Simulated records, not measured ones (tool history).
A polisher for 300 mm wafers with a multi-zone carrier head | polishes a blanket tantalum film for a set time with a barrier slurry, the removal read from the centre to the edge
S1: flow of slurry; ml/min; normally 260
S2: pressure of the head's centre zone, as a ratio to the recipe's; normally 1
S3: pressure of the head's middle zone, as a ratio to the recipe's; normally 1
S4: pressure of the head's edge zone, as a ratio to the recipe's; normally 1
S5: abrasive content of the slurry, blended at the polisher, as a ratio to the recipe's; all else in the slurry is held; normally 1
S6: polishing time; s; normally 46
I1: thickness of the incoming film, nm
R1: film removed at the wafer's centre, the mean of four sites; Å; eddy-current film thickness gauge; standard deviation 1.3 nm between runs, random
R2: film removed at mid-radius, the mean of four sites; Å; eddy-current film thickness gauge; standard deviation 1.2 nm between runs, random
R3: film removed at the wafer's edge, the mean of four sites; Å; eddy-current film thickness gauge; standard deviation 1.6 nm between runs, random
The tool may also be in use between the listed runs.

| run | hour | S1 | S2 | S3 | S4 | S5 | S6 | I1 | R1 | R2 | R3 |
|---|---|---|---|---|---|---|---|---|---|---|---|
| 1 | 0 | 340 | 1 | 1 | 1 | 1 | 46 | 249 | 1059 | 1098 | 1112 |
| 2 | 48.9 | 260 | 1 | 1 | 1 | 1 | 46 | 254.9 | 1047 | 1067 | 1038 |
|  | 63.5 | slurry nozzle cleaned |
| 3 | 122 | 260 | 0.95 | 1.12 | 1 | 1 | 46 | 247.1 | 1010 | 1179 | 1076 |
| 4 | 175.4 | 300 | 1 | 0.9 | 1 | 1 | 46 | 249.1 | 1103 | 987 | 1093 |
| 5 | 232.9 | 260 | 1 | 0.9 | 1.04 | 1 | 46 | 249.1 | 1101 | 942 | 1072 |
|  | 261.6 | worn pad replaced by a new one |
| 6 | 262.1 | 260 | 1.06 | 0.89 | 1 | 1 | 46 | 247.3 | 1147 | 964 | 1069 |
| 7 | 315.5 | 200 | 1 | 1.08 | 0.94 | 1 | 35 | 245.2 | 824 | 822 | 780 |
|  | 341.5 | centre zone pressure recalibrated |
| 8 | 363.8 | 260 | 1 | 1 | 0.96 | 1.1 | 60 | 252.8 | 1369 | 1407 | 1388 |
|  | 387.8 | edge zone pressure recalibrated |
|  | 396 | carrier head's membrane replaced by a new one |
| 9 | 402.9 | 260 | 1 | 1 | 1 | 1 | 46 | 252 | 1049 | 1065 | 1055 |
|  | 418.9 | slurry nozzle cleaned |
| 10 | 465.3 | 260 | 1.08 | 1 | 1.05 | 1 | 39 | 250.3 | 961 | 903 | 948 |
| 11 | 496.4 | 330 | 1 | 1 | 1 | 0.85 | 55 | 246.6 | 1274 | 1279 | 1278 |
| 12 | 546.9 | 260 | 1 | 1 | 1.03 | 1 | 46 | 245.6 | 1065 | 1070 | 1060 |
| 13 | 579.7 | 260 | 1 | 1 | 1 | 1 | 46 | 247.4 | 1066 | 1064 | 1064 |
| 14 | 627.9 | 260 | 1 | 1.07 | 1.05 | 1 | 46 | 248.1 | 1095 | 1135 | 1085 |
| 15 | 655.9 | 310 | 1 | 1 | 1 | 1 | 46 | 251.9 | 1157 | 1082 | 1058 |
|  | 671.1 | worn pad replaced by a new one |
| 16 | 682.8 | 225 | 1 | 1 | 1 | 0.7 | 41 | 251.3 | 940 | 867 | 921 |
| 17 | 715.8 | 260 | 0.91 | 1 | 1 | 1 | 51 | 248 | 1135 | 1166 | 1185 |
|  | 742.4 | centre zone pressure recalibrated |
|  | 756.3 | slurry nozzle cleaned |
| 18 | 764.9 | 260 | 1 | 1.03 | 1 | 1 | 46 | 248.2 | 1082 | 1081 | 1045 |
| 19 | 808.2 | 260 | 0.94 | 1.09 | 1 | 1.15 | 57 | 253.4 | 1282 | 1442 | 1362 |
| 20 | 938.8 | 260 | 1 | 1 | 1 | 1 | 46 | 246.2 | 1113 | 1053 | 1076 |

Consider 5 possible next runs. They are alternatives, not a sequence: every one starts from the tool as it was left by run 20. What does each give?
| A | 939.2 | 260 | 1 | 1 | 1 | 1 | 46 | 245.5 | ? | ? | ? |
| B | 939.2 | 175 | 1 | 1 | 1 | 1 | 46 | 245.5 | ? | ? | ? |
| C | 939.2 | 260 | 1 | 1.11 | 0.93 | 1 | 54 | 245.5 | ? | ? | ? |
| D | 939.2 | 260 | 0.89 | 1.11 | 0.96 | 0.85 | 46 | 245.5 | ? | ? | ? |
| E | 939.2 | 260 | 1 | 1 | 1.06 | 1 | 46 | 245.5 | ? | ? | ? |

| run | R1 | R2 | R3 |
|---|---|---|---|
| A | 1118 | 1067 | 1047 |
| B | 1043 | 1003 | 1000 |
| C | 1314 | 1370 | 1194 |
| D | 974 | 1141 | 1006 |
| E | 1118 | 1067 | 1072 |
Without the tool's unlogged condition, the same runs would have read:
| run | R1 | R2 | R3 |
|---|---|---|---|
| A | 1036 | 1068 | 1047 |
| B | 966 | 1004 | 1000 |
| C | 1217 | 1370 | 1194 |
| D | 901 | 1141 | 1006 |
| E | 1036 | 1068 | 1072 |
